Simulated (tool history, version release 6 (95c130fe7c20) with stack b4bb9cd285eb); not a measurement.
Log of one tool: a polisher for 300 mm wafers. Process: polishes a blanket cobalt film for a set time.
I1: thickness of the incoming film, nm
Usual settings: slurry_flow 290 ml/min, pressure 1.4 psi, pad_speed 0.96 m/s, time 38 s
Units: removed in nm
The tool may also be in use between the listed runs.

Run 1, hour 0: usual settings but time 30 s; I1 904.9. Result: removed 99.7 nm.
At hour 35.5: worn pad replaced by a new one.
Run 2, hour 60.1: usual settings; I1 910.9. Result: removed 134.7 nm.
At hour 146.4: slurry nozzle cleaned.
Run 3, hour 165.3: usual settings; I1 922.5. Result: removed 136.2 nm.
Run 4, hour 260.5: usual settings; I1 929.5. Result: removed 134 nm.
Run 5, hour 344: usual settings; I1 933.2. Result: removed 133.7 nm.
Run 6, hour 444.9: usual settings; I1 915.3. Result: removed 131.8 nm.
Run 7, hour 643: usual settings but time 29 s; I1 914.6. Result: removed 95.9 nm.
At hour 684.7: worn pad replaced by a new one.
Run 8, hour 685.2: usual settings; I1 921. Result: removed 133.6 nm.
At hour 713: head pressure recalibrated.
Run 9, hour 775.3: usual settings; I1 931.3. Result: removed 136.7 nm.
Run 10, hour 822.9: usual settings; I1 918.5. Result: removed 136.2 nm.
At hour 838.4: slurry nozzle cleaned.
Run 11, hour 872.5: usual settings; I1 912.4. Result: removed 136.4 nm.
Run 12, hour 923.5: usual settings but pressure 1.5 psi, pad_speed 0.82 m/s; I1 916.5. Result: removed 127.3 nm.
Run 13, hour 1004.9: usual settings but pressure 1.5 psi, pad_speed 0.82 m/s; I1 914.6. Result: removed 127.7 nm.
Run 14, hour 1084.1: usual settings; I1 920.5. Result: removed 132 nm.
Run 15, hour 1148.3: usual settings; I1 934.4. Result: removed 131.9 nm.
Run 16, hour 1241.8: usual settings but pad_speed 1.28 m/s; I1 904.3. Result: removed 158.5 nm.
Run 17, hour 1282.4: usual settings but slurry_flow 225 ml/min, pressure 1.7 psi, pad_speed 1.06 m/s, time 28 s; I1 916.7. Result: removed 119.4 nm.
Run 18, hour 1332.4: usual settings but time 27 s; I1 923.8. Result: removed 89.7 nm.
At hour 1409.9: worn pad replaced by a new one.
At hour 1439.1: head pressure recalibrated.
Run 19, hour 1455: usual settings but slurry_flow 350 ml/min, time 41 s; I1 934. Result: removed 149.2 nm.
At hour 1487.3: slurry nozzle cleaned.
Run 20, hour 1746.8: usual settings but slurry_flow 350 ml/min, time 41 s; I1 923.8. Result: removed 146.2 nm.
Run 21, hour 1834.2: usual settings but pressure 1.1 psi; I1 925.5. Result: removed 106 nm.
Run 22, hour 1896.5: usual settings but pressure 1.7 psi, pad_speed 0.62 m/s; I1 920. Result: removed 115.6 nm.
Run 23, hour 1965.8: usual settings but slurry_flow 365 ml/min, time 34 s; I1 922.9. Result: removed 118.8 nm.
Run 24, hour 2019.8: usual settings but pressure 1.6 psi, pad_speed 0.78 m/s, time 27 s; I1 923.3. Result: removed 89.7 nm.
Run 25, hour 2082.6: usual settings; I1 929.8. Result: removed 128.2 nm.
At hour 2122: slurry nozzle cleaned.
Run 26, hour 2146: usual settings but pressure 1 psi, pad_speed 0.82 m/s; I1 913. Result: removed 83.3 nm.
At hour 2170.9: worn pad replaced by a new one.
Run 27, hour 2232: usual settings but slurry_flow 190 ml/min, pad_speed 1.06 m/s; I1 929.1. Result: removed 141 nm.
At hour 2245.1: head pressure recalibrated.
Run 28, hour 2462.2: usual settings; I1 901.8. Result: removed 133.7 nm.
Run 29, hour 2509: usual settings but slurry_flow 190 ml/min; I1 928.1. Result: removed 129.5 nm.
Run 30, hour 2616.4: usual settings but slurry_flow 365 ml/min, pressure 1.9 psi, pad_speed 0.64 m/s, time 25 s; I1 926.4. Result: removed 87.3 nm.
At hour 2840.7: worn pad replaced by a new one.
Run 31, hour 2877.5: usual settings but pad_speed 1.18 m/s, time 33 s; I1 915.4. Result: removed 137.3 nm.
At hour 2908.1: head pressure recalibrated.
At hour 2913.5: slurry nozzle cleaned.
Run 32, hour 2969.3: usual settings but pressure 1.3 psi, time 43 s; I1 922.3. Result: removed 143 nm.
Run 33, hour 3016.3: usual settings but slurry_flow 215 ml/min, pressure 1.7 psi, pad_speed 0.82 m/s, time 49 s; I1 916.6. Result: removed 183 nm.
Run 34, hour 3083.5: usual settings but slurry_flow 380 ml/min; I1 910.6. Result: removed 136.6 nm.
Run 35, hour 3138.2: usual settings but slurry_flow 230 ml/min, time 33 s; I1 918.8. Result: removed 113.8 nm.
Run 36, hour 3190.1: usual settings but pressure 1.8 psi, time 34 s; I1 929.1. Result: removed 151.5 nm.
Run 37, hour 3231: usual settings; I1 910. Result: removed 131.5 nm.

4 ways to go on from here, each from the tool as it stands after run 37. What would each give?
Run A, hour 3231.4: usual settings; I1 934.5. Result: removed ?.
Run B, hour 3231.4: usual settings but slurry_flow 255 ml/min, pressure 1.9 psi, pad_speed 0.66 m/s, time 42 s; I1 934.5. Result: removed ?.
Run C, hour 3231.4: usual settings but slurry_flow 345 ml/min; I1 934.5. Result: removed ?.
Run D, hour 3231.4: usual settings but slurry_flow 380 ml/min, time 44 s; I1 934.5. Result: removed ?.

run  removed
  A    132.7
  B    148.6
  C    134.1
  D    156.1
Without the tool's hidden state the same runs would have given:
run  removed
  A    136.2
  B    152.5
  C    137.6
  D    160.2
